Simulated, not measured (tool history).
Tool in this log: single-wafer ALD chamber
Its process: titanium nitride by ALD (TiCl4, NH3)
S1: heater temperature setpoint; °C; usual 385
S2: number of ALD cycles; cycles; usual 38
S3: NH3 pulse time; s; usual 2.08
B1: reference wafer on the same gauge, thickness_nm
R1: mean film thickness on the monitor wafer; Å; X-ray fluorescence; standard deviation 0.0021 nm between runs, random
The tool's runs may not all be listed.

run     day   S1  S2    S3     B1    R1
  1       0  385  38  2.08  0.977  8.35
  2   0.971  385  38  2.08  0.977  8.34
  3   1.492  385  38  2.08  0.977  8.36
  4   2.146  385  38  2.08  0.977  8.35
  5   3.138  385  38  2.08  0.976  8.38
  6   6.275  385  38  1.52  0.976  8.18
  7   7.608  385  38  1.52  0.977   8.2
  8   8.412  385  38  1.52  0.977  8.19
  9   9.329  385  38  2.08  0.977  8.37
 10    12.6  385  38  2.08  0.978   8.3
 11  13.212  393  38  2.08  0.977  8.43
 12  14.396  385  38  2.08  0.977  8.36
 13  15.333  385  38  2.65  0.977  8.45
 14  16.575  385  38  2.65  0.977  8.43
 15  17.646  385  38  2.65  0.977  8.46
 16  19.025  385  40  2.08  0.977  8.78
 17  19.529  385  38  2.08  0.978  8.37
 18  20.833  385  38  2.08  0.978  8.35
 19  22.104  385  38  2.08  0.976  8.33
 20  23.433  374  38  2.61  0.977  8.41
 21  23.954  385  41  1.75  0.977  8.93
 22  24.921  396  41  1.31  0.977  8.91
 23  27.521  392  34  2.08  0.977  7.49
 24  28.079  385  31  1.27  0.978  6.62
 25  29.312  385  38  2.76  0.977  8.45
 26  30.175  393  42  2.08  0.977   9.3
 27  30.729  385  38  2.08  0.977  8.36
 28  31.633  385  43  2.43  0.977  9.51
 29  32.804  398  38  2.08  0.977  8.46
 30   33.65  379  33  2.08  0.977  7.25
 31  34.317  385  38  2.08  0.977  8.38
 32  35.596  385  34  2.08  0.977  7.48
 33  37.083  385  31  1.29  0.977  6.62
 34   38.35  394  42  2.29  0.977  9.33
 35  39.638  392  33  1.52  0.978  7.17

Missing from the log above: 4 entries noted between runs. For each, name the pair of listed runs it sits between and say how the tool's hidden condition differs from the listed run just before to the listed run just after:
After run 5, before run 6: gauge calibrated (day 6.046)
  no difference in the tool's unlogged condition between these two runs
After run 13, before run 14: thermocouple changed; heater temperature recalibrated (day 16.046)
  no difference in the tool's unlogged condition between these two runs
After run 20, before run 21: showerhead replaced (day 23.817)
  no difference in the tool's unlogged condition between these two runs
After run 26, before run 27: gauge calibrated (day 30.55)
  no difference in the tool's unlogged condition between these two runs

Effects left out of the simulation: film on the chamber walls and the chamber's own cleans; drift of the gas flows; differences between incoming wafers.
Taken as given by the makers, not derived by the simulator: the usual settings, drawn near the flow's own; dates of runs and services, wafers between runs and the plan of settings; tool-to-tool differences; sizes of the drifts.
